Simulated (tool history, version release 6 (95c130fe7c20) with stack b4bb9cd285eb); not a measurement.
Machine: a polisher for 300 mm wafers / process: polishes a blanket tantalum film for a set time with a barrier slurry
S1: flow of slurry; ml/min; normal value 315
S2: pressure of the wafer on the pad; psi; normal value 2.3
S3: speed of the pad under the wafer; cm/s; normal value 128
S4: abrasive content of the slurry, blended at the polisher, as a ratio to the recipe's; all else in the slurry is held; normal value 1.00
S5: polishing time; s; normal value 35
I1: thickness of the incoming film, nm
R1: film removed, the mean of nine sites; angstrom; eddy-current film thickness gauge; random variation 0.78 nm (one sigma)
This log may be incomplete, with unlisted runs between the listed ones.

{"run": 1, "day": 0.0, "S1": 315, "S2": 2.3, "S3": 128, "S4": 1.0, "S5": 35, "I1": 237.6, "R1": 721}
{"run": 2, "day": 3.021, "S1": 315, "S2": 2.3, "S3": 128, "S4": 1.0, "S5": 35, "I1": 240.7, "R1": 715}
{"run": 3, "day": 6.225, "S1": 315, "S2": 2.3, "S3": 128, "S4": 1.0, "S5": 35, "I1": 245.1, "R1": 705}
{"run": 4, "day": 9.412, "S1": 315, "S2": 2.3, "S3": 128, "S4": 1.0, "S5": 35, "I1": 240.2, "R1": 707}
{"day": 10.388, "done": "slurry blender recalibrated"}
{"day": 10.683, "done": "slurry nozzle cleaned"}
{"day": 17.817, "done": "worn pad replaced by a new one"}
{"run": 5, "day": 20.833, "S1": 370, "S2": 2.3, "S3": 128, "S4": 1.0, "S5": 38, "I1": 237.2, "R1": 764}
{"run": 6, "day": 24.542, "S1": 370, "S2": 2.3, "S3": 128, "S4": 1.0, "S5": 38, "I1": 244.1, "R1": 757}
{"run": 7, "day": 27.438, "S1": 370, "S2": 2.3, "S3": 128, "S4": 1.0, "S5": 38, "I1": 243.5, "R1": 752}
{"day": 29.704, "done": "head pressure recalibrated"}
{"run": 8, "day": 29.879, "S1": 315, "S2": 2.3, "S3": 128, "S4": 1.0, "S5": 35, "I1": 237.6, "R1": 740}
{"day": 30.983, "done": "slurry blender recalibrated"}
{"day": 31.721, "done": "slurry nozzle cleaned"}
{"run": 9, "day": 32.958, "S1": 315, "S2": 2.3, "S3": 128, "S4": 1.0, "S5": 35, "I1": 242.0, "R1": 734}
{"run": 10, "day": 37.404, "S1": 270, "S2": 2.3, "S3": 128, "S4": 1.0, "S5": 35, "I1": 244.0, "R1": 719}
{"day": 39.567, "done": "worn pad replaced by a new one"}
{"run": 11, "day": 40.275, "S1": 270, "S2": 2.3, "S3": 128, "S4": 1.0, "S5": 35, "I1": 243.1, "R1": 716}
{"run": 12, "day": 43.679, "S1": 270, "S2": 2.3, "S3": 128, "S4": 1.0, "S5": 35, "I1": 239.9, "R1": 698}
{"run": 13, "day": 46.262, "S1": 315, "S2": 2.6, "S3": 128, "S4": 1.0, "S5": 35, "I1": 236.6, "R1": 781}
{"day": 55.008, "done": "slurry blender recalibrated"}
{"day": 56.546, "done": "slurry nozzle cleaned"}
{"run": 14, "day": 58.208, "S1": 315, "S2": 2.6, "S3": 128, "S4": 1.0, "S5": 35, "I1": 237.3, "R1": 734}
{"day": 61.138, "done": "worn pad replaced by a new one"}
{"run": 15, "day": 61.179, "S1": 315, "S2": 2.3, "S3": 128, "S4": 1.0, "S5": 35, "I1": 236.3, "R1": 681}
{"run": 16, "day": 63.721, "S1": 390, "S2": 2.3, "S3": 128, "S4": 0.9, "S5": 35, "I1": 240.3, "R1": 679}
{"run": 17, "day": 66.771, "S1": 425, "S2": 2.7, "S3": 94, "S4": 1.0, "S5": 29, "I1": 242.8, "R1": 503}
{"run": 18, "day": 70.258, "S1": 315, "S2": 2.3, "S3": 128, "S4": 1.0, "S5": 35, "I1": 241.4, "R1": 669}
{"run": 19, "day": 72.912, "S1": 315, "S2": 2.3, "S3": 128, "S4": 1.0, "S5": 45, "I1": 239.6, "R1": 853}
{"day": 74.596, "done": "head pressure recalibrated"}
{"run": 20, "day": 74.617, "S1": 315, "S2": 1.8, "S3": 128, "S4": 1.0, "S5": 46, "I1": 237.5, "R1": 819}
{"run": 21, "day": 77.258, "S1": 315, "S2": 2.3, "S3": 128, "S4": 1.0, "S5": 35, "I1": 239.2, "R1": 712}
{"day": 78.317, "done": "slurry blender recalibrated"}
{"run": 22, "day": 78.879, "S1": 315, "S2": 2.8, "S3": 86, "S4": 0.75, "S5": 35, "I1": 242.2, "R1": 550}
{"day": 79.696, "done": "slurry nozzle cleaned"}
{"day": 81.1, "done": "worn pad replaced by a new one"}
{"run": 23, "day": 82.746, "S1": 240, "S2": 2.3, "S3": 170, "S4": 0.7, "S5": 40, "I1": 234.7, "R1": 864}
{"run": 24, "day": 86.279, "S1": 215, "S2": 2.5, "S3": 128, "S4": 1.0, "S5": 35, "I1": 237.6, "R1": 755}
{"run": 25, "day": 89.388, "S1": 420, "S2": 2.3, "S3": 128, "S4": 1.0, "S5": 35, "I1": 236.6, "R1": 724}
{"run": 26, "day": 91.967, "S1": 410, "S2": 2.3, "S3": 158, "S4": 1.1, "S5": 39, "I1": 240.3, "R1": 976}
{"run": 27, "day": 94.658, "S1": 315, "S2": 2.3, "S3": 128, "S4": 1.0, "S5": 35, "I1": 239.1, "R1": 704}
{"run": 28, "day": 97.683, "S1": 270, "S2": 2.3, "S3": 128, "S4": 1.0, "S5": 35, "I1": 238.4, "R1": 711}
{"run": 29, "day": 100.038, "S1": 315, "S2": 2.3, "S3": 128, "S4": 0.9, "S5": 45, "I1": 238.8, "R1": 867}
{"day": 101.408, "done": "worn pad replaced by a new one"}
{"day": 101.95, "done": "slurry blender recalibrated"}
{"run": 30, "day": 102.142, "S1": 400, "S2": 1.6, "S3": 128, "S4": 1.0, "S5": 35, "I1": 240.6, "R1": 578}
{"run": 31, "day": 103.967, "S1": 315, "S2": 2.3, "S3": 128, "S4": 1.0, "S5": 35, "I1": 242.6, "R1": 708}

3 options for the next run, each taken on its own from the tool as it stands now. Forecast them:
{"run": "A", "day": 103.983, "S1": 315, "S2": 2.0, "S3": 128, "S4": 1.0, "S5": 35, "I1": 242.1, "R1": "?"}
{"run": "B", "day": 103.983, "S1": 315, "S2": 2.3, "S3": 128, "S4": 1.0, "S5": 28, "I1": 242.1, "R1": "?"}
{"run": "C", "day": 103.983, "S1": 315, "S2": 2.3, "S3": 144, "S4": 1.0, "S5": 46, "I1": 242.1, "R1": "?"}

run=A R1=641
run=B R1=558
run=C R1=1004
Without the tool's unlogged condition, the same runs would have read:
run=A R1=670
run=B R1=583
run=C R1=1049
